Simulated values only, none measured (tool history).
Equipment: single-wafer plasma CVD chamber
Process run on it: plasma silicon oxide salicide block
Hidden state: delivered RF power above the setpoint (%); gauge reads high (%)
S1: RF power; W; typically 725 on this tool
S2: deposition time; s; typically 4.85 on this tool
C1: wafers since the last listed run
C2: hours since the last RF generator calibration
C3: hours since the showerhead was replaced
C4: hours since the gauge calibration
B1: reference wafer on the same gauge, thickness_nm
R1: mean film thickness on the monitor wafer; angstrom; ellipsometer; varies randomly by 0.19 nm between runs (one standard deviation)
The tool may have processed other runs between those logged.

run,hour,S1,S2,C1,C2,C3,C4,B1,R1
1,0.0,725,4.09,0,1560.4,1974.2,361.4,48.306,429.73
# hour 138.3: RF generator calibrated
2,271.9,725,4.21,4611,133.6,2246.1,633.3,48.288,452.07
3,327.9,725,4.21,978,189.6,2302.1,689.3,48.283,448.55
4,406.8,725,4.21,1378,268.5,2381.0,768.2,48.347,450.83
5,444.9,785,4.85,665,306.6,2419.1,806.3,48.301,536.73
6,504.0,725,4.85,1032,365.7,2478.2,865.4,48.267,514.12
7,572.4,780,4.85,1195,434.1,2546.6,933.8,48.298,533.89
8,615.9,780,4.85,760,477.6,2590.1,977.3,48.293,533.21
9,700.7,690,4.85,1481,562.4,2674.9,1062.1,48.280,502.13
10,797.4,690,4.85,1689,659.1,2771.6,1158.8,48.302,500.63
11,891.0,690,4.85,1635,752.7,2865.2,1252.4,48.293,498.57
12,969.9,815,4.85,1378,831.6,2944.1,1331.3,48.331,539.40
13,1074.7,725,4.46,1831,936.4,3048.9,1436.1,48.277,471.05
14,1178.4,725,4.85,1812,1040.1,3152.6,1539.8,48.318,510.77
15,1244.1,725,4.85,1148,1105.8,3218.3,1605.5,48.284,512.07
16,1290.4,725,4.85,809,1152.1,3264.6,1651.8,48.261,508.87
17,1355.2,725,4.85,1132,1216.9,3329.4,1716.6,48.301,508.30
18,1413.6,725,4.85,1020,1275.3,3387.8,1775.0,48.294,508.36
19,1484.5,725,4.85,1238,1346.2,3458.7,1845.9,48.289,507.53
20,1522.0,725,4.85,655,1383.7,3496.2,1883.4,48.300,506.87
21,1593.4,725,4.85,1247,1455.1,3567.6,1954.8,48.305,507.44
22,1673.5,725,5.44,1399,1535.2,3647.7,2034.9,48.322,572.32
23,1741.1,580,4.22,1181,1602.8,3715.3,2102.5,48.310,396.03
24,1806.2,640,5.50,1137,1667.9,3780.4,2167.6,48.314,545.46
# hour 1835.2: RF generator calibrated
25,1885.2,725,4.85,1240,50.0,3859.4,2246.6,48.277,523.50
26,1923.8,655,5.35,674,88.6,3898.0,2285.2,48.289,546.50
27,1984.5,785,4.34,1060,149.3,3958.7,2345.9,48.304,479.99
# hour 2045.7: showerhead replaced
28,2054.6,795,4.38,1085,219.4,8.9,2416.0,48.302,486.53
29,2099.3,855,3.95,781,264.1,53.6,2460.7,48.271,452.64
30,2170.0,580,5.11,1235,334.8,124.3,2531.4,48.288,489.43
# hour 2204.8: gauge calibrated
31,2213.0,725,4.85,751,377.8,167.3,8.2,48.287,515.55
32,2314.2,770,3.99,1768,479.0,268.5,109.4,48.333,433.73
33,2410.3,725,4.85,1679,575.1,364.6,205.5,48.287,515.07
34,2461.5,725,5.24,894,626.3,415.8,256.7,48.290,554.69
35,2539.6,725,4.85,1364,704.4,493.9,334.8,48.339,512.40
36,2628.3,775,4.15,1550,793.1,582.6,423.5,48.350,449.70
37,2691.8,685,4.38,1109,856.6,646.1,487.0,48.315,449.72
38,2730.0,660,5.82,667,894.8,684.3,525.2,48.281,585.01
39,2778.0,725,4.85,838,942.8,732.3,573.2,48.249,510.87
40,2856.5,635,5.56,1371,1021.3,810.8,651.7,48.270,548.06
41,2948.6,725,4.85,1609,1113.4,902.9,743.8,48.269,509.94
42,3032.9,595,4.85,1473,1197.7,987.2,828.1,48.258,460.22
43,3108.1,640,4.85,1314,1272.9,1062.4,903.3,48.324,479.71

What the log doesn't show, run by run:
gauge reads high (%): 0 in every run
H1: delivered RF power above the setpoint (%)
run,H1
1,-6.07
2,-1.65
3,-2.12
4,-2.71
5,-2.97
6,-3.34
7,-3.72
8,-3.94
9,-4.32
10,-4.7
11,-5.01
12,-5.23
13,-5.48
14,-5.69
15,-5.81
16,-5.88
17,-5.98
18,-6.05
19,-6.13
20,-6.17
21,-6.24
22,-6.31
23,-6.36
24,-6.4
25,-1.17
26,-1.56
27,-2.11
28,-2.67
29,-3
30,-3.47
31,-3.73
32,-4.27
33,-4.7
34,-4.9
35,-5.17
36,-5.45
37,-5.62
38,-5.71
39,-5.82
40,-5.98
41,-6.14
42,-6.27
43,-6.37
